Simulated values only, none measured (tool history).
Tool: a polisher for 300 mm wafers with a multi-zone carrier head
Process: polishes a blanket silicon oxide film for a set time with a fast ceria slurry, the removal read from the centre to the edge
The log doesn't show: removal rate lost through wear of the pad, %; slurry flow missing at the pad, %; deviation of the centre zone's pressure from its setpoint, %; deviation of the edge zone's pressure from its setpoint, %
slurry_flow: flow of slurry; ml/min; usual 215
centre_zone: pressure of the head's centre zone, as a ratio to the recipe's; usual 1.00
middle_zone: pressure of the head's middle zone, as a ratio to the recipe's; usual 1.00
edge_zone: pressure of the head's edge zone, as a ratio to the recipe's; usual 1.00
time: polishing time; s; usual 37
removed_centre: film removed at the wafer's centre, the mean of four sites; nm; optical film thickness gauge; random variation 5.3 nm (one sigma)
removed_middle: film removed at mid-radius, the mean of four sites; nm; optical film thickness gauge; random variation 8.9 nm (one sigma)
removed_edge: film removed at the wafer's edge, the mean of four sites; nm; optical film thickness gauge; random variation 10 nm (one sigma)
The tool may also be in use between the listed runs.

run	hour	slurry_flow	centre_zone	middle_zone	edge_zone	time	wafers since the last listed run	wafers polished on this pad	hours since the slurry nozzle was cleaned	hours since the centre zone pressure was calibrated	hours since the edge zone pressure was calibrated	hours since the carrier head's membrane was replaced	incoming thickness of the incoming film, nm	removed_centre	removed_middle	removed_edge
1	0.0	215	1.08	1.00	1.00	37	0	796	781.5	1162.0	834.8	113.5	3645.2	836.8	775.7	748.5
2	28.4	215	0.94	0.92	1.10	32	247	1043	809.9	1190.4	863.2	141.9	3529.6	624.8	638.4	673.5
# hour 36.1: slurry nozzle cleaned
3	43.0	215	0.88	0.92	1.00	37	118	1162	6.9	1205.0	877.8	156.5	3611.7	672.7	749.8	771.9
# hour 56.5: edge zone pressure recalibrated
4	72.6	180	1.00	1.00	1.08	37	240	1402	36.5	1234.6	16.1	186.1	3649.0	745.8	751.7	760.5
5	106.2	245	0.92	1.00	1.00	27	292	1695	70.1	1268.2	49.7	219.7	3616.3	509.4	558.7	548.6
6	122.5	240	1.05	1.00	0.94	37	142	1837	86.4	1284.5	66.0	236.0	3568.0	796.5	770.2	725.0
# hour 127.6: worn pad replaced by a new one
7	141.4	285	0.96	1.03	1.10	37	129	120	105.3	1303.4	84.9	254.9	3625.8	776.3	828.2	813.9
8	154.8	265	1.00	1.00	1.00	37	116	236	118.7	1316.8	98.3	268.3	3566.8	797.6	795.1	776.1
9	174.6	215	1.00	1.00	1.00	37	172	409	138.5	1336.6	118.1	288.1	3551.6	781.8	797.3	756.4
# hour 179.3: centre zone pressure recalibrated
10	187.2	215	1.10	1.00	1.00	32	92	501	151.1	7.9	130.7	300.7	3528.5	735.5	693.3	649.4
11	212.3	180	1.07	1.07	1.00	30	218	720	176.2	33.0	155.8	325.8	3606.6	646.9	644.1	609.2
12	226.4	215	1.00	1.00	1.12	47	122	843	190.3	47.1	169.9	339.9	3574.3	972.9	1009.8	1037.1
13	255.7	215	0.97	0.89	0.93	49	255	1098	219.6	76.4	199.2	369.2	3581.0	981.5	959.0	974.8
14	279.8	195	1.00	1.00	0.93	37	210	1308	243.7	100.5	223.3	393.3	3568.8	751.8	783.9	718.7
15	303.0	215	1.00	1.04	1.00	25	202	1511	266.9	123.7	246.5	416.5	3606.3	509.3	536.2	509.0
16	333.9	180	1.00	1.00	1.00	42	269	1780	297.8	154.6	277.4	447.4	3610.4	834.1	837.1	840.4
# hour 356.4: worn pad replaced by a new one
17	364.7	170	1.00	1.00	1.00	37	233	72	328.6	185.4	308.2	478.2	3624.5	737.9	761.5	738.8
18	391.9	215	1.00	0.92	1.00	37	237	309	355.8	212.6	335.4	505.4	3580.7	767.6	753.0	771.8
19	419.7	265	0.92	1.00	0.92	37	242	551	383.6	240.4	363.2	533.2	3646.2	722.5	820.2	749.9
20	447.7	215	1.00	1.04	1.00	25	244	795	411.6	268.4	391.2	561.2	3536.7	522.3	540.0	519.4
21	473.1	215	1.00	1.00	1.00	37	221	1017	437.0	293.8	416.6	586.6	3613.2	756.9	777.4	759.0
22	490.3	215	1.00	1.00	1.00	37	149	1167	454.2	311.0	433.8	603.8	3633.8	759.5	783.4	753.4
23	512.7	215	1.00	1.00	1.00	37	195	1362	476.6	333.4	456.2	626.2	3541.1	760.7	776.5	754.6

How the hidden state differs across the entries between the runs, from the last listed run before each to the first after it:
Between runs 2 and 3: slurry nozzle cleaned (hour 36.1)
  removal rate lost through wear of the pad, %: 1.5 -> 1.75
  measured less the result without the state, removed_centre: -9.5 -> -12.0 nm; removed_middle: -9.7 -> -13.4 nm; removed_edge: -10.3 -> -13.7 nm
Between runs 3 and 4: edge zone pressure recalibrated (hour 56.5)
  removal rate lost through wear of the pad, %: 1.75 -> 2.35
  measured less the result without the state, removed_centre: -12.0 -> -17.9 nm; removed_middle: -13.4 -> -18.2 nm; removed_edge: -13.7 -> -18.3 nm
Between runs 6 and 7: worn pad replaced by a new one (hour 127.6)
  removal rate lost through wear of the pad, %: 3.64 -> 0.139
  measured less the result without the state, removed_centre: -30.1 -> -1.1 nm; removed_middle: -29.0 -> -1.2 nm; removed_edge: -27.4 -> -1.1 nm
Between runs 9 and 10: centre zone pressure recalibrated (hour 179.3)
  removal rate lost through wear of the pad, %: 0.277 -> 0.368
  measured less the result without the state, removed_centre: -2.1 -> -2.7 nm; removed_middle: -2.2 -> -2.6 nm; removed_edge: -2.1 -> -2.4 nm
Between runs 16 and 17: worn pad replaced by a new one (hour 356.4)
  removal rate lost through wear of the pad, %: 3.03 -> 0.449
  measured less the result without the state, removed_centre: -26.0 -> -3.4 nm; removed_middle: -26.1 -> -3.4 nm; removed_edge: -26.2 -> -3.3 nm
